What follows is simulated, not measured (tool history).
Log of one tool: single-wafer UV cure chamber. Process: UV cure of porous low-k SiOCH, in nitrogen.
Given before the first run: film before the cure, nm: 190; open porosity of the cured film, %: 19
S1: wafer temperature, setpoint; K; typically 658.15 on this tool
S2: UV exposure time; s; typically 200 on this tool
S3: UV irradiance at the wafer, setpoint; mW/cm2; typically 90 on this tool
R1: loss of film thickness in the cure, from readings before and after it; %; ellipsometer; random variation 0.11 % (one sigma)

| run | hour | S1 | S2 | S3 | R1 |
|---|---|---|---|---|---|
| 1 | 0 | 658.15 | 200 | 90 | 10.305 |
| 2 | 55.6 | 658.15 | 200 | 90 | 10.073 |
| 3 | 99.9 | 658.15 | 200 | 90 | 10.078 |
| 4 | 179.9 | 658.15 | 110 | 90 | 7.681 |
| 5 | 254.6 | 658.15 | 200 | 90 | 10.159 |
| 6 | 332.9 | 658.15 | 200 | 90 | 10.313 |
| 7 | 599.2 | 658.15 | 200 | 90 | 10.071 |
|  | 608.4 | quartz window cleaned |
| 8 | 641.4 | 651.15 | 200 | 121 | 10.8 |
| 9 | 690.1 | 658.15 | 200 | 90 | 9.646 |
| 10 | 746.1 | 652.15 | 200 | 90 | 9.548 |
| 11 | 806.2 | 652.15 | 200 | 90 | 9.134 |
| 12 | 876.3 | 652.15 | 200 | 90 | 9.27 |
| 13 | 962 | 658.15 | 200 | 100 | 9.929 |
| 14 | 1056.2 | 658.15 | 200 | 100 | 9.687 |
| 15 | 1100.5 | 658.15 | 200 | 100 | 9.899 |
| 16 | 1206.4 | 658.15 | 200 | 90 | 9.357 |
| 17 | 1249.1 | 658.15 | 200 | 90 | 9.139 |
|  | 1296.9 | quartz window cleaned, repeated, since the last time left the tool worse |
| 18 | 1346.2 | 658.15 | 200 | 90 | 10.341 |
| 19 | 1384.7 | 658.15 | 200 | 90 | 10.237 |
|  | 1595.4 | UV bulbs replaced |
| 20 | 1648 | 658.15 | 200 | 90 | 10.161 |
| 21 | 1694.1 | 658.15 | 200 | 90 | 10.069 |
| 22 | 1745.8 | 658.15 | 295 | 90 | 11.734 |
| 23 | 1798 | 658.15 | 200 | 103 | 10.611 |
| 24 | 1835.5 | 658.15 | 200 | 90 | 10.149 |
|  | 1915.7 | quartz window cleaned |
| 25 | 1917.7 | 658.15 | 200 | 105 | 11.227 |
| 26 | 1969.5 | 658.15 | 200 | 113 | 11.471 |
| 27 | 2072.3 | 639.15 | 200 | 90 | 9.976 |
| 28 | 2179.6 | 648.15 | 150 | 66 | 7.705 |
| 29 | 2260.1 | 639.15 | 140 | 120 | 9.471 |
| 30 | 2309.8 | 658.15 | 200 | 90 | 10.316 |
| 31 | 2365 | 665.15 | 140 | 125 | 10.153 |
| 32 | 2462.6 | 672.15 | 120 | 114 | 9.25 |
| 33 | 2520.5 | 658.15 | 200 | 90 | 9.98 |
|  | 2592.7 | quartz window cleaned |
| 34 | 2604.7 | 640.15 | 255 | 127 | 12.879 |
| 35 | 2705.9 | 667.15 | 270 | 90 | 11.729 |
| 36 | 2790.1 | 648.15 | 160 | 65 | 7.788 |
| 37 | 2865.1 | 652.15 | 200 | 90 | 10.149 |
| 38 | 2915.7 | 658.15 | 200 | 90 | 10.399 |
| 39 | 3014.5 | 646.15 | 200 | 90 | 9.817 |
| 40 | 3055.8 | 658.15 | 200 | 90 | 10.13 |
| 41 | 3102 | 676.15 | 280 | 60 | 10.31 |
| 42 | 3151.7 | 658.15 | 200 | 90 | 10.099 |
|  | 3311.5 | quartz window cleaned |
| 43 | 3412.2 | 640.15 | 155 | 57 | 7.144 |
| 44 | 3518.9 | 658.15 | 255 | 64 | 9.907 |
| 45 | 3600 | 640.15 | 200 | 122 | 11.38 |

Below are 5 alternative next runs, each starting from the tool's condition after run 45. Predict each:
| A | 3600.5 | 658.15 | 200 | 90 | ? |
| B | 3600.5 | 673.15 | 150 | 63 | ? |
| C | 3600.5 | 658.15 | 115 | 119 | ? |
| D | 3600.5 | 658.15 | 290 | 90 | ? |
| E | 3600.5 | 642.15 | 140 | 90 | ? |

| run | R1 |
|---|---|
| A | 10.304 |
| B | 7.855 |
| C | 9.136 |
| D | 11.951 |
| E | 8.519 |
What these runs would have given with no unlogged condition in the tool:
| run | R1 |
|---|---|
| A | 10.633 |
| B | 8.161 |
| C | 9.454 |
| D | 12.295 |
| E | 8.831 |
